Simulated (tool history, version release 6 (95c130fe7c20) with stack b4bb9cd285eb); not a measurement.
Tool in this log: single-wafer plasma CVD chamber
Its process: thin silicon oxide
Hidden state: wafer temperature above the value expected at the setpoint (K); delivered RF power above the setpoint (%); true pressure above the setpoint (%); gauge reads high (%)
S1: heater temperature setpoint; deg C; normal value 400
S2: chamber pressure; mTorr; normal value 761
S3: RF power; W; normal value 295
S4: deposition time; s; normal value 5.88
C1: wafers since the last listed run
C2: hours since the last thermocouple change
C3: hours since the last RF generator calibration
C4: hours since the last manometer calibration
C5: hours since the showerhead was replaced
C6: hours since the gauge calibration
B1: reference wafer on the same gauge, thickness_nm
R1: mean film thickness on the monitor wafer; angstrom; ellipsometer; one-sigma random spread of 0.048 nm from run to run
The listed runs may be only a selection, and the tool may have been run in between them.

{"run": 1, "hour": 0.0, "S1": 400, "S2": 702, "S3": 295, "S4": 5.88, "C1": 0, "C2": 608.1, "C3": 1879.1, "C4": 117.6, "C5": 5074.5, "C6": 768.5, "B1": 10.795, "R1": 90.64}
{"run": 2, "hour": 58.7, "S1": 400, "S2": 702, "S3": 295, "S4": 5.88, "C1": 2269, "C2": 666.8, "C3": 1937.8, "C4": 176.3, "C5": 5133.2, "C6": 827.2, "B1": 10.803, "R1": 90.18}
{"run": 3, "hour": 95.7, "S1": 400, "S2": 702, "S3": 295, "S4": 5.88, "C1": 1430, "C2": 703.8, "C3": 1974.8, "C4": 213.3, "C5": 5170.2, "C6": 864.2, "B1": 10.804, "R1": 89.59}
{"run": 4, "hour": 125.7, "S1": 400, "S2": 761, "S3": 295, "S4": 5.88, "C1": 1159, "C2": 733.8, "C3": 2004.8, "C4": 243.3, "C5": 5200.2, "C6": 894.2, "B1": 10.795, "R1": 98.22}
{"run": 5, "hour": 195.6, "S1": 400, "S2": 761, "S3": 295, "S4": 6.31, "C1": 2701, "C2": 803.7, "C3": 2074.7, "C4": 313.2, "C5": 5270.1, "C6": 964.1, "B1": 10.805, "R1": 103.1}
{"run": 6, "hour": 263.3, "S1": 400, "S2": 761, "S3": 295, "S4": 6.31, "C1": 2616, "C2": 871.4, "C3": 2142.4, "C4": 380.9, "C5": 5337.8, "C6": 1031.8, "B1": 10.796, "R1": 102.61}
{"run": 7, "hour": 304.1, "S1": 406, "S2": 761, "S3": 295, "S4": 5.88, "C1": 1577, "C2": 912.2, "C3": 2183.2, "C4": 421.7, "C5": 5378.6, "C6": 1072.6, "B1": 10.8, "R1": 95.84}
{"run": 8, "hour": 371.4, "S1": 400, "S2": 761, "S3": 295, "S4": 5.88, "C1": 2601, "C2": 979.5, "C3": 2250.5, "C4": 489.0, "C5": 5445.9, "C6": 1139.9, "B1": 10.796, "R1": 94.8}
{"run": 9, "hour": 422.8, "S1": 400, "S2": 761, "S3": 295, "S4": 5.58, "C1": 1986, "C2": 1030.9, "C3": 2301.9, "C4": 540.4, "C5": 5497.3, "C6": 1191.3, "B1": 10.792, "R1": 90.2}
{"run": 10, "hour": 467.2, "S1": 412, "S2": 761, "S3": 295, "S4": 5.88, "C1": 1716, "C2": 1075.3, "C3": 2346.3, "C4": 584.8, "C5": 5541.7, "C6": 1235.7, "B1": 10.811, "R1": 93.31}
{"run": 11, "hour": 510.9, "S1": 403, "S2": 761, "S3": 295, "S4": 6.67, "C1": 1689, "C2": 1119.0, "C3": 2390.0, "C4": 628.5, "C5": 5585.4, "C6": 1279.4, "B1": 10.797, "R1": 105.82}
{"run": 12, "hour": 555.8, "S1": 403, "S2": 761, "S3": 295, "S4": 6.67, "C1": 1735, "C2": 1163.9, "C3": 2434.9, "C4": 673.4, "C5": 5630.3, "C6": 1324.3, "B1": 10.797, "R1": 105.04}
{"run": 13, "hour": 608.5, "S1": 400, "S2": 761, "S3": 335, "S4": 5.27, "C1": 2037, "C2": 1216.6, "C3": 2487.6, "C4": 726.1, "C5": 5683.0, "C6": 1377.0, "B1": 10.803, "R1": 90.24}
{"run": 14, "hour": 645.1, "S1": 400, "S2": 761, "S3": 295, "S4": 5.88, "C1": 1414, "C2": 1253.2, "C3": 2524.2, "C4": 762.7, "C5": 5719.6, "C6": 1413.6, "B1": 10.794, "R1": 92.44}
{"run": 15, "hour": 706.7, "S1": 392, "S2": 592, "S3": 295, "S4": 5.02, "C1": 2381, "C2": 1314.8, "C3": 2585.8, "C4": 824.3, "C5": 5781.2, "C6": 1475.2, "B1": 10.793, "R1": 59.47}
{"run": 16, "hour": 740.1, "S1": 400, "S2": 702, "S3": 295, "S4": 5.88, "C1": 1291, "C2": 1348.2, "C3": 2619.2, "C4": 857.7, "C5": 5814.6, "C6": 1508.6, "B1": 10.802, "R1": 84.1}
{"hour": 762.3, "done": "showerhead replaced"}
{"hour": 784.0, "done": "gauge calibrated"}
{"run": 17, "hour": 805.6, "S1": 389, "S2": 696, "S3": 260, "S4": 6.8, "C1": 2222, "C2": 1413.7, "C3": 2684.7, "C4": 923.2, "C5": 43.3, "C6": 21.6, "B1": 10.801, "R1": 87.09}
{"hour": 862.7, "done": "RF generator calibrated"}
{"hour": 889.9, "done": "thermocouple changed; heater temperature recalibrated"}
{"run": 18, "hour": 1003.0, "S1": 400, "S2": 761, "S3": 295, "S4": 6.31, "C1": 7011, "C2": 113.1, "C3": 140.3, "C4": 1120.6, "C5": 240.7, "C6": 219.0, "B1": 10.789, "R1": 103.52}
{"run": 19, "hour": 1141.1, "S1": 400, "S2": 591, "S3": 295, "S4": 5.32, "C1": 5338, "C2": 251.2, "C3": 278.4, "C4": 1258.7, "C5": 378.8, "C6": 357.1, "B1": 10.795, "R1": 66.32}
{"hour": 1189.4, "done": "capacitance manometer re-zeroed and calibrated"}
{"run": 20, "hour": 1204.6, "S1": 400, "S2": 761, "S3": 295, "S4": 5.88, "C1": 2145, "C2": 314.7, "C3": 341.9, "C4": 15.2, "C5": 442.3, "C6": 420.6, "B1": 10.802, "R1": 103.62}
{"run": 21, "hour": 1266.8, "S1": 411, "S2": 761, "S3": 345, "S4": 6.4, "C1": 2404, "C2": 376.9, "C3": 404.1, "C4": 77.4, "C5": 504.5, "C6": 482.8, "B1": 10.797, "R1": 122.11}
{"run": 22, "hour": 1423.3, "S1": 400, "S2": 761, "S3": 255, "S4": 6.76, "C1": 6049, "C2": 533.4, "C3": 560.6, "C4": 233.9, "C5": 661.0, "C6": 639.3, "B1": 10.813, "R1": 104.99}
{"run": 23, "hour": 1453.7, "S1": 400, "S2": 761, "S3": 295, "S4": 5.88, "C1": 1175, "C2": 563.8, "C3": 591.0, "C4": 264.3, "C5": 691.4, "C6": 669.7, "B1": 10.811, "R1": 102.51}
{"run": 24, "hour": 1519.6, "S1": 400, "S2": 910, "S3": 340, "S4": 5.88, "C1": 2547, "C2": 629.7, "C3": 656.9, "C4": 330.2, "C5": 757.3, "C6": 735.6, "B1": 10.802, "R1": 129.62}
{"run": 25, "hour": 1582.1, "S1": 412, "S2": 821, "S3": 255, "S4": 5.88, "C1": 2415, "C2": 692.2, "C3": 719.4, "C4": 392.7, "C5": 819.8, "C6": 798.1, "B1": 10.785, "R1": 97.56}

Hidden state at the last listed run before each entry between runs and at the first one after, where it differs:
In the gap between runs 16 and 17: showerhead replaced (hour 762.3); gauge calibrated (hour 784.0)
  delivered RF power above the setpoint (%): -10.1 -> -10.6; true pressure above the setpoint (%): -4.95 -> -5.28
  what was measured, less what the result would be without the hidden state, R1: -11.52 -> -13.55 angstrom
In the gap between runs 17 and 18: RF generator calibrated (hour 862.7); thermocouple changed; heater temperature recalibrated (hour 889.9)
  delivered RF power above the setpoint (%): -10.6 -> -0.0873; true pressure above the setpoint (%): -5.28 -> -6.26
  what was measured, less what the result would be without the hidden state, R1: -13.55 -> -7.09 angstrom
In the gap between runs 19 and 20: capacitance manometer re-zeroed and calibrated (hour 1189.4)
  delivered RF power above the setpoint (%): -0.169 -> -0.224; true pressure above the setpoint (%): -6.95 -> 0.273
  what was measured, less what the result would be without the hidden state, R1: -5.58 -> +0.12 angstrom

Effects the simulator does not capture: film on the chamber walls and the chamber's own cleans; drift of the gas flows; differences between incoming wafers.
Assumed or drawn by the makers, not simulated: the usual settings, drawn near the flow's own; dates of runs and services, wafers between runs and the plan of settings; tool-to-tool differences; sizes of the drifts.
